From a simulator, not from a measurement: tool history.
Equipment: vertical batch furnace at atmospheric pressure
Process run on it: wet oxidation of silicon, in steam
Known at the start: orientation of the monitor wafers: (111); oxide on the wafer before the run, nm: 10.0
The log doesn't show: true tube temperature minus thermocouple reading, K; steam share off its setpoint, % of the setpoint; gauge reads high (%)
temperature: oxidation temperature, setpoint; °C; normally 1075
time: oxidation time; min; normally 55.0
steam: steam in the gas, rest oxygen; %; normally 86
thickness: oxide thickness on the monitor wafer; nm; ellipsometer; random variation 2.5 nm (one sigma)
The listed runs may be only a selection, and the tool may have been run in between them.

run   hour  temperature  time  steam  wafers since the last listed run  hours since the last temperature calibration  hours since the steam generator was serviced  hours since the gauge calibration  read-back reference wafer on the same gauge, thickness  thickness
  1    0.0         1075  55.0     86                                 0                                        4970.6                                        1046.2                              214.0                                                  558.95     548.31
  2   27.9         1075  66.0     86                               287                                        4998.5                                        1074.1                              241.9                                                  559.36     605.69
  3   59.4         1075  66.0     86                               324                                        5030.0                                        1105.6                              273.4                                                  559.43     603.04
  4   93.8         1075  66.0     86                               354                                        5064.4                                        1140.0                              307.8                                                  559.33     606.78
      95.3  -- gauge calibrated
  5  111.2         1075  45.5     95                               179                                        5081.8                                        1157.4                               15.9                                                  558.75     516.72
  6  128.9         1075  45.5     95                               182                                        5099.5                                        1175.1                               33.6                                                  559.05     516.23
  7  142.5         1075  45.5     95                               140                                        5113.1                                        1188.7                               47.2                                                  558.54     515.80
  8  162.1         1075  55.0     93                               202                                        5132.7                                        1208.3                               66.8                                                  558.92     565.67
  9  189.2         1075  55.0     93                               279                                        5159.8                                        1235.4                               93.9                                                  558.81     567.12
     223.5  -- thermocouples replaced and temperature profile calibrated
 10  224.0         1075  55.0     93                               111                                           0.5                                        1270.2                              128.7                                                  558.96     564.22
 11  227.9         1075  55.0     86                                40                                           4.4                                        1274.1                              132.6                                                  558.78     540.23
 12  244.5         1075  55.0     86                               171                                          21.0                                        1290.7                              149.2                                                  559.51     541.15
 13  257.2         1075  55.0     86                               130                                          33.7                                        1303.4                              161.9                                                  559.16     542.27
 14  289.1         1075  67.0     86                               328                                          65.6                                        1335.3                              193.8                                                  559.15     603.44
 15  310.7         1084  63.0     86                               222                                          87.2                                        1356.9                              215.4                                                  559.42     596.35
 16  343.8         1084  63.0     86                               341                                         120.3                                        1390.0                              248.5                                                  559.01     595.86
 17  365.7         1082  32.5     96                               225                                         142.2                                        1411.9                              270.4                                                  558.74     441.62
 18  386.7         1075  41.0     92                               216                                         163.2                                        1432.9                              291.4                                                  559.01     474.57
 19  401.8         1075  55.0     86                               155                                         178.3                                        1448.0                              306.5                                                  559.14     537.59
 20  423.4         1094  82.5     95                               222                                         199.9                                        1469.6                              328.1                                                  559.04     756.09
     458.0  -- steam generator serviced
 21  458.5         1091  43.0     91                               114                                         235.0                                           0.5                              363.2                                                  558.81     536.15
     479.2  -- gauge calibrated
 22  487.9         1075  55.0     86                               303                                         264.4                                          29.9                                8.7                                                  559.55     561.63
 23  504.7         1075  55.0     86                               173                                         281.2                                          46.7                               25.5                                                  558.73     563.52
 24  540.6         1067  44.0     95                               370                                         317.1                                          82.6                               61.4                                                  559.30     511.23
 25  565.2         1075  55.0     86                               253                                         341.7                                         107.2                               86.0                                                  558.22     557.29
 26  598.6         1083  55.0     86                               344                                         375.1                                         140.6                              119.4                                                  559.05     574.92
 27  614.3         1075  73.5     91                               161                                         390.8                                         156.3                              135.1                                                  559.12     672.53
 28  629.0         1094  63.0     77                               151                                         405.5                                         171.0                              149.8                                                  559.40     608.14
 29  660.7         1075  55.0     86                               326                                         437.2                                         202.7                              181.5                                                  558.62     558.74

Below are 5 alternative next runs, each starting from the tool's condition after run 29. Predict each:
  A  664.7         1075  74.0     86                                41                                         441.2                                         206.7                              185.5                                                       ?          ?
  B  664.7         1062  73.0     86                                41                                         441.2                                         206.7                              185.5                                                       ?          ?
  C  664.7         1075  55.0     95                                41                                         441.2                                         206.7                              185.5                                                       ?          ?
  D  664.7         1075  55.0     79                                41                                         441.2                                         206.7                              185.5                                                       ?          ?
  E  664.7         1075  67.0     91                                41                                         441.2                                         206.7                              185.5                                                       ?          ?

run  read-back reference wafer on the same gauge, thickness  thickness
  A                                                  558.44     660.98
  B                                                  558.44     624.97
  C                                                  558.44     593.58
  D                                                  558.44     536.36
  E                                                  558.44     645.75
Without the tool's unlogged condition, the same runs would have read:
run  thickness
  A     667.19
  B     630.94
  C     599.21
  D     541.49
  E     651.84
